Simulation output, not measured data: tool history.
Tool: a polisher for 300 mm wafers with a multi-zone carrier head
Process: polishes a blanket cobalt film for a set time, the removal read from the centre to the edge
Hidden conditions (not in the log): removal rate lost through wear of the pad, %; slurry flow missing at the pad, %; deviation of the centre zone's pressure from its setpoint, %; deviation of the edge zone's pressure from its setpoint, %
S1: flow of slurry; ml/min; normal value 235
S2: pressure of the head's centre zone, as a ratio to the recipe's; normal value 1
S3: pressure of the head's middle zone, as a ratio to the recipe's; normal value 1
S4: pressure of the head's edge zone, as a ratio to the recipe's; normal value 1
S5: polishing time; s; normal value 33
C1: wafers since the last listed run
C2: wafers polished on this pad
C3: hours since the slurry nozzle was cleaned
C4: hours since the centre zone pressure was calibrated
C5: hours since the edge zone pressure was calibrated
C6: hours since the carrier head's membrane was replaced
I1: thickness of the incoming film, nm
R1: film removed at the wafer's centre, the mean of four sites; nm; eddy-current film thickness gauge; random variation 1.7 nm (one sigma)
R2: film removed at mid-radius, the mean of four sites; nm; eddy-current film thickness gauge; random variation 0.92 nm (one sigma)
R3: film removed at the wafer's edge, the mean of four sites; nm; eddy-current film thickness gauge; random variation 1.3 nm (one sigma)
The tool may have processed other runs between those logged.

Run 1, day 0: usual settings; C1 0; C2 3205; C3 71.2; C4 633; C5 67.5; C6 271.6; I1 678.6. Result: R1 116.4 nm, R2 134.3 nm, R3 133.2 nm.
Run 2, day 2.571: usual settings; C1 999; C2 4205; C3 132.9; C4 694.7; C5 129.2; C6 333.3; I1 663.6. Result: R1 113.3 nm, R2 130.9 nm, R3 130.2 nm.
At day 3.25: worn pad replaced by a new one.
Run 3, day 5.379: usual settings; C1 1027; C2 828; C3 200.3; C4 762.1; C5 196.6; C6 400.7; I1 679.2. Result: R1 122.2 nm, R2 140.4 nm, R3 136.7 nm.
Run 4, day 7.792: usual settings; C1 938; C2 1767; C3 258.2; C4 820; C5 254.5; C6 458.6; I1 667.4. Result: R1 124.1 nm, R2 140.1 nm, R3 137 nm.
Run 5, day 10.375: usual settings; C1 1004; C2 2772; C3 320.2; C4 882; C5 316.5; C6 520.6; I1 668.4. Result: R1 117.2 nm, R2 136.9 nm, R3 135.2 nm.
Run 6, day 12.662: usual settings; C1 889; C2 3661; C3 375.1; C4 936.9; C5 371.4; C6 575.5; I1 675.5. Result: R1 116 nm, R2 135.6 nm, R3 132.4 nm.
Run 7, day 14.117: usual settings but S1 170 ml/min; C1 565; C2 4227; C3 410; C4 971.8; C5 406.3; C6 610.4; I1 657.2. Result: R1 108.8 nm, R2 126.5 nm, R3 125.4 nm.
At day 14.296: edge zone pressure recalibrated.
At day 14.95: carrier head's membrane replaced by a new one.
At day 14.971: worn pad replaced by a new one.
Run 8, day 15.296: usual settings but S1 170 ml/min; C1 338; C2 126; C3 438.3; C4 1000.1; C5 24; C6 8.3; I1 664.1. Result: R1 110.1 nm, R2 132.3 nm, R3 132.7 nm.
At day 16.4: centre zone pressure recalibrated.
At day 16.979: slurry nozzle cleaned.
Run 9, day 18.175: usual settings but S1 170 ml/min; C1 1071; C2 1198; C3 28.7; C4 42.6; C5 93.1; C6 77.4; I1 670.9. Result: R1 129.8 nm, R2 130.9 nm, R3 130.9 nm.
Run 10, day 20.942: usual settings but S4 0.95, S5 40 s; C1 1076; C2 2274; C3 95.1; C4 109; C5 159.5; C6 143.8; I1 677.4. Result: R1 161.2 nm, R2 166.4 nm, R3 159.8 nm.
Run 11, day 22.067: usual settings but S2 0.93, S3 1.09, S4 1.12, S5 29 s; C1 437; C2 2711; C3 122.1; C4 136; C5 186.5; C6 170.8; I1 676.4. Result: R1 107.8 nm, R2 127.4 nm, R3 120 nm.
Run 12, day 24.317: usual settings but S2 1.11, S5 24 s; C1 875; C2 3587; C3 176.1; C4 190; C5 240.5; C6 224.8; I1 679.5. Result: R1 101.8 nm, R2 97.7 nm, R3 95.5 nm.
At day 25.738: worn pad replaced by a new one.
Run 13, day 26.625: usual settings but S2 0.91, S4 0.94, S5 44 s; C1 833; C2 344; C3 231.5; C4 245.4; C5 295.9; C6 280.2; I1 669.5. Result: R1 160 nm, R2 185.7 nm, R3 181.6 nm.
Run 14, day 27.629: usual settings but S4 1.05; C1 390; C2 735; C3 255.6; C4 269.5; C5 320; C6 304.3; I1 663.8. Result: R1 135 nm, R2 140 nm, R3 138.7 nm.
At day 28.45: edge zone pressure recalibrated.
Run 15, day 30.6: usual settings; C1 1123; C2 1858; C3 326.9; C4 340.8; C5 51.6; C6 375.6; I1 659.1. Result: R1 126.7 nm, R2 137.6 nm, R3 135.6 nm.
Run 16, day 33.417: usual settings; C1 1095; C2 2954; C3 394.5; C4 408.4; C5 119.2; C6 443.2; I1 666.1. Result: R1 124.2 nm, R2 136.4 nm, R3 134 nm.
At day 35.879: slurry nozzle cleaned.
Run 17, day 36.038: usual settings but S4 0.95, S5 41 s; C1 1003; C2 3957; C3 3.8; C4 471.3; C5 182.1; C6 506.1; I1 680.3. Result: R1 153.4 nm, R2 168.1 nm, R3 162.6 nm.
At day 37.9: worn pad replaced by a new one.
Run 18, day 38.046: usual settings but S1 185 ml/min; C1 716; C2 56; C3 52; C4 519.5; C5 230.3; C6 554.3; I1 670.2. Result: R1 121.5 nm, R2 136 nm, R3 132.6 nm.
Run 19, day 40.404: usual settings; C1 917; C2 974; C3 108.6; C4 576.1; C5 286.9; C6 610.9; I1 664.5. Result: R1 126.5 nm, R2 141 nm, R3 135.3 nm.
At day 43.254: edge zone pressure recalibrated.
Run 20, day 43.275: usual settings but S2 1.07; C1 1084; C2 2058; C3 177.5; C4 645; C5 0.5; C6 679.8; I1 669.4. Result: R1 132.8 nm, R2 138.9 nm, R3 134.9 nm.
Run 21, day 45.929: usual settings but S2 1.06; C1 1032; C2 3090; C3 241.2; C4 708.7; C5 64.2; C6 743.5; I1 665.3. Result: R1 128.6 nm, R2 134.9 nm, R3 132.3 nm.
At day 46.512: carrier head's membrane replaced by a new one.
Run 22, day 48.688: usual settings; C1 991; C2 4082; C3 307.4; C4 774.9; C5 130.4; C6 52.2; I1 675.2. Result: R1 117.6 nm, R2 131.4 nm, R3 132 nm.

Table of differences, measured result less the result of that run with no hidden state. Run-to-run variation is the same in both. Gauge scatter possibly is not:
run     R1    R2    R3
  1  -19.6  -6.1  -6.1
  2  -22.5  -8.9    -9
  3  -16.4  -0.9    -1
  4    -18    -2    -2
  5  -19.2  -3.7  -3.7
  6  -21.4    -6  -5.9
  7    -22  -7.3  -7.3
  8  -16.3  -1.2  -1.3
  9     -2  -1.9  -1.9
 10   -7.3  -4.3  -4.1
 11   -6.3  -4.1  -3.8
 12   -8.9  -4.8  -4.7
 13   -8.1  -0.3  -0.3
 14   -7.6  -0.3  -0.4
 15   -9.8  -1.5  -1.6
 16  -12.8  -3.6  -3.6
 17  -20.6    -8  -7.7
 18  -11.1  -0.3  -0.4
 19  -12.5  -0.7  -0.8
 20  -15.3    -2    -2
 21  -17.6  -4.1  -4.1
 22  -19.7    -7  -7.1

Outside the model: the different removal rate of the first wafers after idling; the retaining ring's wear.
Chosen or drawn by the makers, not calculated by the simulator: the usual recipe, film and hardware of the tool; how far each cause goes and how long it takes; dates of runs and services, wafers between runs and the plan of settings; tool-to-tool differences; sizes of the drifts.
